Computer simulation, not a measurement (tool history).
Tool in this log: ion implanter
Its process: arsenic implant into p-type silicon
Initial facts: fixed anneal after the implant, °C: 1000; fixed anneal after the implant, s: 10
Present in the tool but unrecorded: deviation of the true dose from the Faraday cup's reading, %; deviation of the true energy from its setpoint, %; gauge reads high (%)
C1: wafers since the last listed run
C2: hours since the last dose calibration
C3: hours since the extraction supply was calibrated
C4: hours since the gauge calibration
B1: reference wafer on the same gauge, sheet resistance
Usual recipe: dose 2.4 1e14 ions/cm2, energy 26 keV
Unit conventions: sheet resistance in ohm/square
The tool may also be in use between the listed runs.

Run 1, hour 0: usual settings; C1 0; C2 1708.7; C3 5354.2; C4 206.1; B1 351.09. Result: sheet resistance 346.53 ohm/square.
Run 2, hour 57.9: usual settings; C1 1395; C2 1766.6; C3 5412.1; C4 264; B1 351.04. Result: sheet resistance 347 ohm/square.
Run 3, hour 112: usual settings; C1 1303; C2 1820.7; C3 5466.2; C4 318.1; B1 351.12. Result: sheet resistance 345.57 ohm/square.
Run 4, hour 143.2: usual settings; C1 751; C2 1851.9; C3 5497.4; C4 349.3; B1 350.92. Result: sheet resistance 346.22 ohm/square.
Run 5, hour 183.2: usual settings; C1 963; C2 1891.9; C3 5537.4; C4 389.3; B1 350.89. Result: sheet resistance 346.22 ohm/square.
Run 6, hour 214.8: usual settings; C1 761; C2 1923.5; C3 5569; C4 420.9; B1 351.07. Result: sheet resistance 346.04 ohm/square.
At hour 247.5: gauge calibrated.
At hour 249.1: Faraday cup replaced and dose calibrated.
Run 7, hour 249.6: usual settings; C1 645; C2 0.5; C3 5603.8; C4 2.1; B1 350.99. Result: sheet resistance 352.18 ohm/square.
Run 8, hour 297.8: usual settings; C1 1161; C2 48.7; C3 5652; C4 50.3; B1 351.02. Result: sheet resistance 352.06 ohm/square.
Run 9, hour 361.7: usual settings; C1 1539; C2 112.6; C3 5715.9; C4 114.2; B1 351.02. Result: sheet resistance 353.21 ohm/square.
Run 10, hour 425.4: usual settings; C1 1535; C2 176.3; C3 5779.6; C4 177.9; B1 351.09. Result: sheet resistance 351.94 ohm/square.
Run 11, hour 462.8: usual settings but energy 22 keV; C1 901; C2 213.7; C3 5817; C4 215.3; B1 351.12. Result: sheet resistance 359.65 ohm/square.
Run 12, hour 505.2: usual settings but dose 2.1 1e14 ions/cm2, energy 33 keV; C1 1021; C2 256.1; C3 5859.4; C4 257.7; B1 351.01. Result: sheet resistance 372.54 ohm/square.
Run 13, hour 539.3: usual settings but dose 2.81 1e14 ions/cm2, energy 19 keV; C1 821; C2 290.2; C3 5893.5; C4 291.8; B1 350.97. Result: sheet resistance 326.41 ohm/square.
Run 14, hour 574.3: usual settings but dose 2.96 1e14 ions/cm2, energy 30 keV; C1 843; C2 325.2; C3 5928.5; C4 326.8; B1 351.01. Result: sheet resistance 294.37 ohm/square.
At hour 593: extraction supply calibrated.
Run 15, hour 621.4: usual settings but dose 2.03 1e14 ions/cm2, energy 23.5 keV; C1 942; C2 372.3; C3 28.4; C4 373.9; B1 351.06. Result: sheet resistance 403.1 ohm/square.
Run 16, hour 672.9: usual settings; C1 1241; C2 423.8; C3 79.9; C4 425.4; B1 350.97. Result: sheet resistance 351.21 ohm/square.
At hour 709.2: gauge calibrated.
Run 17, hour 718.3: usual settings but dose 2.74 1e14 ions/cm2, energy 17 keV; C1 1094; C2 469.2; C3 125.3; C4 9.1; B1 350.99. Result: sheet resistance 338.11 ohm/square.
Run 18, hour 780.9: usual settings but dose 1.94 1e14 ions/cm2, energy 28.5 keV; C1 1508; C2 531.8; C3 187.9; C4 71.7; B1 350.95. Result: sheet resistance 403.53 ohm/square.

Some steps in sheet resistance, run to run, broken into two amounts with sign: the step expected even without the hidden condition (settings, incoming material, random variation), and the rest, left for the hidden condition together with whatever gauge scatter is not in both the measured and the hidden-condition-free result:
Run 6 -> 7: gauge calibrated, Faraday cup replaced and dose calibrated. sheet resistance +6.14 ohm/square: hidden state +6.6, all else -0.46.
Run 14 -> 15: dose 2.96 -> 2.03, energy 30 -> 23.5, extraction supply calibrated. sheet resistance +108.73 ohm/square: hidden state -0.68, all else +109.41.
